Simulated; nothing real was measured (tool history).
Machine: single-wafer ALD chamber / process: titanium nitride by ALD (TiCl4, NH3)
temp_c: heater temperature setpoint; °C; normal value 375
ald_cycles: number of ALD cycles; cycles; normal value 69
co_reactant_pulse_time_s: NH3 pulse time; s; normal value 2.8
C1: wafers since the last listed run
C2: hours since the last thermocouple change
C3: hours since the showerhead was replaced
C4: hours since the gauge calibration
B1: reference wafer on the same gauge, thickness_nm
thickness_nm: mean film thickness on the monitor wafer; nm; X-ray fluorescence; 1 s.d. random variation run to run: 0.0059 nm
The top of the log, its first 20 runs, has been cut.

run 21 hour=1414 | temp_c=375 ald_cycles=69 co_reactant_pulse_time_s=2.8 | C1=204 C2=655.6 C3=718.1 C4=518.2 | B1=1.821 | thickness_nm=1.545
run 22 hour=1469.2 | temp_c=383 ald_cycles=82 co_reactant_pulse_time_s=1.88 | C1=214 C2=710.8 C3=773.3 C4=573.4 | B1=1.82 | thickness_nm=1.791
run 23 hour=1544.4 | temp_c=375 ald_cycles=69 co_reactant_pulse_time_s=2.8 | C1=291 C2=786 C3=848.5 C4=648.6 | B1=1.82 | thickness_nm=1.534
run 24 hour=1625.4 | temp_c=384 ald_cycles=57 co_reactant_pulse_time_s=1.84 | C1=314 C2=867 C3=929.5 C4=729.6 | B1=1.82 | thickness_nm=1.247
run 25 hour=1721.6 | temp_c=375 ald_cycles=61 co_reactant_pulse_time_s=2.8 | C1=373 C2=963.2 C3=1025.7 C4=825.8 | B1=1.82 | thickness_nm=1.35
run 26 hour=1797.9 | temp_c=375 ald_cycles=69 co_reactant_pulse_time_s=2.8 | C1=296 C2=1039.5 C3=1102 C4=902.1 | B1=1.821 | thickness_nm=1.537
-- hour=1828.7 thermocouple changed; heater temperature recalibrated
run 27 hour=1850.8 | temp_c=366 ald_cycles=75 co_reactant_pulse_time_s=3.71 | C1=174 C2=22.1 C3=1154.9 C4=955 | B1=1.818 | thickness_nm=1.677
run 28 hour=1921.8 | temp_c=365 ald_cycles=76 co_reactant_pulse_time_s=3.21 | C1=275 C2=93.1 C3=1225.9 C4=1026 | B1=1.823 | thickness_nm=1.68
run 29 hour=2025 | temp_c=365 ald_cycles=76 co_reactant_pulse_time_s=3.21 | C1=400 C2=196.3 C3=1329.1 C4=1129.2 | B1=1.818 | thickness_nm=1.679
run 30 hour=2080 | temp_c=375 ald_cycles=60 co_reactant_pulse_time_s=2.8 | C1=213 C2=251.3 C3=1384.1 C4=1184.2 | B1=1.823 | thickness_nm=1.322
run 31 hour=2131.2 | temp_c=386 ald_cycles=82 co_reactant_pulse_time_s=2.49 | C1=198 C2=302.5 C3=1435.3 C4=1235.4 | B1=1.82 | thickness_nm=1.828
run 32 hour=2187.2 | temp_c=386 ald_cycles=56 co_reactant_pulse_time_s=2.09 | C1=217 C2=358.5 C3=1491.3 C4=1291.4 | B1=1.82 | thickness_nm=1.232
run 33 hour=2253.3 | temp_c=375 ald_cycles=60 co_reactant_pulse_time_s=2.8 | C1=256 C2=424.6 C3=1557.4 C4=1357.5 | B1=1.821 | thickness_nm=1.335
run 34 hour=2299.4 | temp_c=385 ald_cycles=69 co_reactant_pulse_time_s=3.38 | C1=178 C2=470.7 C3=1603.5 C4=1403.6 | B1=1.822 | thickness_nm=1.557

What if the next run were any one of these 3? Each begins from the tool's condition after run 34:
run A hour=2300 | temp_c=375 ald_cycles=69 co_reactant_pulse_time_s=2.8 | C1=2 C2=471.3 C3=1604.1 C4=1404.2 | B1=? | thickness_nm=?
run B hour=2300 | temp_c=375 ald_cycles=69 co_reactant_pulse_time_s=3.4 | C1=2 C2=471.3 C3=1604.1 C4=1404.2 | B1=? | thickness_nm=?
run C hour=2300 | temp_c=365 ald_cycles=57 co_reactant_pulse_time_s=2.8 | C1=2 C2=471.3 C3=1604.1 C4=1404.2 | B1=? | thickness_nm=?

run=A B1=1.819 thickness_nm=1.529
run=B B1=1.819 thickness_nm=1.544
run=C B1=1.819 thickness_nm=1.247
Without the tool's hidden state the same runs would have given:
run=A thickness_nm=1.529
run=B thickness_nm=1.544
run=C thickness_nm=1.247

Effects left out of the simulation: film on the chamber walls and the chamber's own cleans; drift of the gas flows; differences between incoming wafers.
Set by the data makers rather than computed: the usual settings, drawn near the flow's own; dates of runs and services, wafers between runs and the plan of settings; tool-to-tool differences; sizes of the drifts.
